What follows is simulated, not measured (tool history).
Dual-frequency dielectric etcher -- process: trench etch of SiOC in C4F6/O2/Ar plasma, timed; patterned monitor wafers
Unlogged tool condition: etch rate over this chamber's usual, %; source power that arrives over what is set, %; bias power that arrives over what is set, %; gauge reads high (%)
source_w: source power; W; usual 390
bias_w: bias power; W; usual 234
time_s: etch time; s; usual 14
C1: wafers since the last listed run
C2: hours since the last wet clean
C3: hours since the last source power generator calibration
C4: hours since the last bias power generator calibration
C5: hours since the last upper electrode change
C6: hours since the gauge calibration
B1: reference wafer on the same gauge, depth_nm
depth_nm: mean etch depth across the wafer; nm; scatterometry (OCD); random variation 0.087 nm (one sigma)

run 1 hour=0 | source_w=360 bias_w=234 time_s=14 | C1=0 C2=195.3 C3=2854.5 C4=1790.5 C5=3127.1 C6=172.7 | B1=26.32 | depth_nm=29.64
run 2 hour=98.1 | source_w=390 bias_w=213 time_s=14 | C1=971 C2=293.4 C3=2952.6 C4=1888.6 C5=3225.2 C6=270.8 | B1=26.28 | depth_nm=28.92
run 3 hour=198 | source_w=390 bias_w=234 time_s=14 | C1=989 C2=393.3 C3=3052.5 C4=1988.5 C5=3325.1 C6=370.7 | B1=26.31 | depth_nm=30.08
run 4 hour=252 | source_w=390 bias_w=234 time_s=14 | C1=534 C2=447.3 C3=3106.5 C4=2042.5 C5=3379.1 C6=424.7 | B1=26.28 | depth_nm=30.16
run 5 hour=295.9 | source_w=390 bias_w=234 time_s=14 | C1=434 C2=491.2 C3=3150.4 C4=2086.4 C5=3423 C6=468.6 | B1=26.3 | depth_nm=30.1
-- hour=340.3 wet clean of the chamber
run 6 hour=377.9 | source_w=390 bias_w=234 time_s=14 | C1=574 C2=37.6 C3=3232.4 C4=2168.4 C5=3505 C6=550.6 | B1=26.32 | depth_nm=30
run 7 hour=420.2 | source_w=390 bias_w=234 time_s=14 | C1=418 C2=79.9 C3=3274.7 C4=2210.7 C5=3547.3 C6=592.9 | B1=26.31 | depth_nm=30.28
run 8 hour=492.3 | source_w=390 bias_w=234 time_s=14 | C1=714 C2=152 C3=3346.8 C4=2282.8 C5=3619.4 C6=665 | B1=26.28 | depth_nm=30.08
-- hour=507 bias power generator calibrated
run 9 hour=594.8 | source_w=390 bias_w=234 time_s=11.5 | C1=975 C2=254.5 C3=3449.3 C4=87.8 C5=3721.9 C6=767.5 | B1=26.29 | depth_nm=24.67
run 10 hour=710.9 | source_w=390 bias_w=234 time_s=11.5 | C1=1149 C2=370.6 C3=3565.4 C4=203.9 C5=3838 C6=883.6 | B1=26.3 | depth_nm=24.78
-- hour=730.2 gauge calibrated
run 11 hour=778.8 | source_w=390 bias_w=234 time_s=14 | C1=672 C2=438.5 C3=3633.3 C4=271.8 C5=3905.9 C6=48.6 | B1=26.29 | depth_nm=30.15
-- hour=831.4 wet clean of the chamber
run 12 hour=836.9 | source_w=390 bias_w=234 time_s=14 | C1=337 C2=5.5 C3=3691.4 C4=329.9 C5=3964 C6=106.7 | B1=26.29 | depth_nm=30.05
run 13 hour=927.2 | source_w=390 bias_w=234 time_s=14 | C1=894 C2=95.8 C3=3781.7 C4=420.2 C5=4054.3 C6=197 | B1=26.29 | depth_nm=30.14
run 14 hour=972.8 | source_w=420 bias_w=290 time_s=14 | C1=451 C2=141.4 C3=3827.3 C4=465.8 C5=4099.9 C6=242.6 | B1=26.28 | depth_nm=33.09
run 15 hour=1066 | source_w=420 bias_w=259 time_s=11.5 | C1=923 C2=234.6 C3=3920.5 C4=559 C5=4193.1 C6=335.8 | B1=26.31 | depth_nm=26.05
-- hour=1076.7 source power generator calibrated
-- hour=1103.2 upper electrode replaced
run 16 hour=1165.1 | source_w=470 bias_w=234 time_s=12 | C1=704 C2=333.7 C3=88.4 C4=658.1 C5=61.9 C6=434.9 | B1=26.3 | depth_nm=27.08
run 17 hour=1225.4 | source_w=300 bias_w=206 time_s=12.5 | C1=597 C2=394 C3=148.7 C4=718.4 C5=122.2 C6=495.2 | B1=26.34 | depth_nm=24.31
-- hour=1291.6 wet clean of the chamber
run 18 hour=1315.8 | source_w=350 bias_w=201 time_s=12.5 | C1=657 C2=24.2 C3=239.1 C4=808.8 C5=212.6 C6=585.6 | B1=26.3 | depth_nm=24.84
run 19 hour=1385.5 | source_w=390 bias_w=207 time_s=12 | C1=690 C2=93.9 C3=308.8 C4=878.5 C5=282.3 C6=655.3 | B1=26.29 | depth_nm=24.72
run 20 hour=1492.8 | source_w=390 bias_w=197 time_s=14 | C1=1062 C2=201.2 C3=416.1 C4=985.8 C5=389.6 C6=762.6 | B1=26.31 | depth_nm=28.17
run 21 hour=1529.1 | source_w=330 bias_w=194 time_s=14 | C1=359 C2=237.5 C3=452.4 C4=1022.1 C5=425.9 C6=798.9 | B1=26.28 | depth_nm=27.11
-- hour=1535.7 gauge calibrated
run 22 hour=1572.9 | source_w=390 bias_w=275 time_s=14 | C1=433 C2=281.3 C3=496.2 C4=1065.9 C5=469.7 C6=37.2 | B1=26.29 | depth_nm=32.03

3 options for the next run, each taken on its own from the tool as it stands now. Forecast them:
run A hour=1573.3 | source_w=390 bias_w=234 time_s=11 | C1=3 C2=281.7 C3=496.6 C4=1066.3 C5=470.1 C6=37.6 | B1=? | depth_nm=?
run B hour=1573.3 | source_w=360 bias_w=194 time_s=15.5 | C1=3 C2=281.7 C3=496.6 C4=1066.3 C5=470.1 C6=37.6 | B1=? | depth_nm=?
run C hour=1573.3 | source_w=390 bias_w=184 time_s=14 | C1=3 C2=281.7 C3=496.6 C4=1066.3 C5=470.1 C6=37.6 | B1=? | depth_nm=?

run=A B1=26.3 depth_nm=23.73
run=B B1=26.3 depth_nm=30.62
run=C B1=26.3 depth_nm=27.61
Stripped of hidden state, with their random variation kept, the same runs would have yielded:
run=A depth_nm=23.73
run=B depth_nm=30.62
run=C depth_nm=27.61

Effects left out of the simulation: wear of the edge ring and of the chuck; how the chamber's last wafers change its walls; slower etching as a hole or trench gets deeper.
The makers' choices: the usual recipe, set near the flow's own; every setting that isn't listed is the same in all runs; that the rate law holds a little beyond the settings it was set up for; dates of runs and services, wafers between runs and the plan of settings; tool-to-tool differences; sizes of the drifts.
